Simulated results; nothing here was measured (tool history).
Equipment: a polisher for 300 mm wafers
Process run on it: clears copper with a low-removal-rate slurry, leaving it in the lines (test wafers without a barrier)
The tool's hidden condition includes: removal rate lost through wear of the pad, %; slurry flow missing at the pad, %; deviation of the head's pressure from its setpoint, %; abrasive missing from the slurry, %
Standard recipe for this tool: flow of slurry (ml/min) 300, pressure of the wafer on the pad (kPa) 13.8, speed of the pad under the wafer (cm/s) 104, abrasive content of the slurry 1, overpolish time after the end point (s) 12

run,hour,flow of slurry (ml/min),pressure of the wafer on the pad (kPa),speed of the pad under the wafer (cm/s),abrasive content of the slurry,overpolish time after the end point (s),wafers since the last listed run,wafers polished on this pad,hours since the slurry nozzle was cleaned,hours since the head pressure was calibrated,hours since the slurry blender was calibrated,"incoming thickness of the incoming film, nm",time until the end point was called (s),dishing of a wide line in a test structure (nm)
1,0,300,13.8,104,1,12,0,811,83.9,1352.9,3.1,181.4,80.2,18.4
2,13.4,300,13.8,104,1,10,72,884,97.3,1366.3,16.5,180.7,76.5,15.6
3,30.5,300,13.8,104,1,10,92,976,114.4,1383.4,33.6,181,77.4,15.6
4,47.2,300,13.8,104,1,12,90,1066,131.1,1400.1,50.3,181.6,81.7,17.9
5,64.1,300,13.8,104,1,12,91,1158,148,1417,67.2,181.7,81.6,17.7
# hour 70.3: worn pad replaced by a new one
6,74.8,300,13.8,104,1,12,36,24,158.7,1427.7,77.9,177.3,77,18.6
7,92.7,300,13.8,104,0.95,12,96,121,176.6,1445.6,95.8,181,81.6,17.4
# hour 108.5: slurry blender recalibrated
8,109.2,300,13.8,104,1,12,78,199,193.1,1462.1,0.7,180.6,72.5,19.1
9,126.8,300,11,104,0.9,12,95,294,210.7,1479.7,18.3,181,93.9,15
10,133.7,345,13.8,104,1.2,12,37,331,217.6,1486.6,25.2,180.3,69.5,20.1
11,141.3,300,12.4,104,0.8,12,41,373,225.2,1494.2,32.8,179.8,88.1,16.6
12,151.3,300,13.8,104,1,12,54,427,235.2,1504.2,42.8,181.1,75.4,19.2
13,162.5,300,13.8,104,1,12,60,487,246.4,1515.4,54,178.8,74.2,18.3
14,175.4,300,13.8,104,1,12,69,557,259.3,1528.3,66.9,182.1,80,18.6
15,189.3,300,13.8,90,0.75,12,75,632,273.2,1542.2,80.8,181.1,97.4,14.7
# hour 200.1: head pressure recalibrated
16,202.6,300,13.8,104,0.85,12,61,693,286.5,2.5,94.1,179.9,85.8,16.7
# hour 205.2: slurry blender recalibrated
# hour 217.2: slurry nozzle cleaned
17,219,300,11,104,0.9,12,72,766,1.8,18.9,13.8,180.3,97.7,14.7
18,226.4,300,13.8,104,1,5,40,806,9.2,26.3,21.2,183.3,77,8.3
19,235.5,300,13.8,104,1,12,49,855,18.3,35.4,30.3,181.5,77.2,18.2
20,242.3,345,16.5,94,1,6,36,892,25.1,42.2,37.1,179.6,68.3,10.5
21,255.3,300,13.8,104,1,12,70,962,38.1,55.2,50.1,177.2,78.1,18.3
22,261.7,345,10.3,126,1.25,12,34,996,44.5,61.6,56.5,182,83.4,17.2
23,278.3,300,9.7,76,0.9,12,89,1086,61.1,78.2,73.1,178.1,165.6,9.3
24,284.5,300,13.8,104,1.15,15,33,1120,67.3,84.4,79.3,178.7,80.1,21.6
# hour 301.8: worn pad replaced by a new one
25,302.4,370,17.9,140,1.25,12,75,3,85.2,102.3,97.2,180.7,42.6,31.2
26,316.8,300,13.8,138,0.75,12,77,81,99.6,116.7,111.6,181.5,68.1,21.1
27,323.6,300,15.9,80,1.3,18,36,118,106.4,123.5,118.4,178.5,89.3,23.6
# hour 334: slurry blender recalibrated
28,356.6,335,13.8,70,1,12,167,285,139.4,156.5,22.6,176.6,105.5,13.4

Give the tool's hidden conditions for every run:
slurry flow missing at the pad, %: 0, the same for each run
deviation of the head's pressure from its setpoint, %: 0, the same for each run
H1: removal rate lost through wear of the pad, %
H2: abrasive missing from the slurry, %
run,H1,H2
1,5.03,1.03
2,5.79,1.74
3,6.85,4.05
4,7.98,7.85
5,9.22,13.2
6,0.984,17.4
7,1.07,25.9
8,1.24,2.89
9,1.54,3.79
10,1.68,4.6
11,1.86,5.79
12,2.13,7.84
13,2.46,10.8
14,2.91,15
15,3.45,20.6
16,4.03,26.9
17,4.84,1.47
18,5.23,2.17
19,5.74,3.44
20,6.14,4.68
21,6.95,7.75
22,7.37,9.6
23,8.53,15.4
24,8.99,18
25,2.37,26.5
26,2.41,34.7
27,2.46,38.9
28,2.9,5.82
